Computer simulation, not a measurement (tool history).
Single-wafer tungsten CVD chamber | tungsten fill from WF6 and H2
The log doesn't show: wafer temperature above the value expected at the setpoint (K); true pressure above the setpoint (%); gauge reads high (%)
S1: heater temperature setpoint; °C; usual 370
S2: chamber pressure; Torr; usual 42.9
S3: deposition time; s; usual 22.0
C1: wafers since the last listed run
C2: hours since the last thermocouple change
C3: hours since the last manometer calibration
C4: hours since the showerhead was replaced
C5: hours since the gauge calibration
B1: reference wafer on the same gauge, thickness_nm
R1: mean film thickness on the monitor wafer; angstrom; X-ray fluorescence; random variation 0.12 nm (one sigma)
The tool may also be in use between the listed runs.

run   hour   S1    S2    S3   C1      C2     C3      C4     C5      B1      R1
  1    0.0  370  42.9  23.6    0  1424.5  597.0  6665.8  263.8  36.499  437.92
  2   14.3  370  42.9  23.6  193  1438.8  611.3  6680.1  278.1  36.503  438.92
  3   30.6  370  42.9  22.0  220  1455.1  627.6  6696.4  294.4  36.501  406.87
  4   45.7  370  42.9  22.0  203  1470.2  642.7  6711.5  309.5  36.514  407.46
  5   53.2  370  42.9  22.0  101  1477.7  650.2  6719.0  317.0  36.501  406.78
  6   69.1  370  42.9  22.0  214  1493.6  666.1  6734.9  332.9  36.514  408.61
  7   80.8  370  42.9  22.0  157  1505.3  677.8  6746.6  344.6  36.475  408.78
  8   98.1  370  42.9  22.0  233  1522.6  695.1  6763.9  361.9  36.516  408.74
     112.7  -- thermocouple changed; heater temperature recalibrated
  9  114.2  370  42.9  24.8  109     1.5  711.2  6780.0  378.0  36.490  501.07
 10  125.1  370  42.9  22.0  147    12.4  722.1  6790.9  388.9  36.501  443.67
 11  142.5  370  42.9  22.0  234    29.8  739.5  6808.3  406.3  36.512  444.26
     145.0  -- gauge calibrated
 12  151.0  370  42.9  22.0  114    38.3  748.0  6816.8    6.0  36.499  444.14
 13  163.1  361  42.9  22.0  163    50.4  760.1  6828.9   18.1  36.512  352.81
 14  174.6  357  52.6  25.4  155    61.9  771.6  6840.4   29.6  36.527  389.14
 15  191.2  356  45.8  18.4  224    78.5  788.2  6857.0   46.2  36.484  263.86
 16  202.8  376  51.5  26.3  156    90.1  799.8  6868.6   57.8  36.489  637.39

Run 17 comes next. What will it give?
 17  215.7  365  38.9  18.5  174  103.0  812.7  6881.5  70.7   ?   ?

Run 17 gave B1 36.510, R1 317.34 angstrom.
Without the tool's hidden state the same run would have given R1 318.94 angstrom.
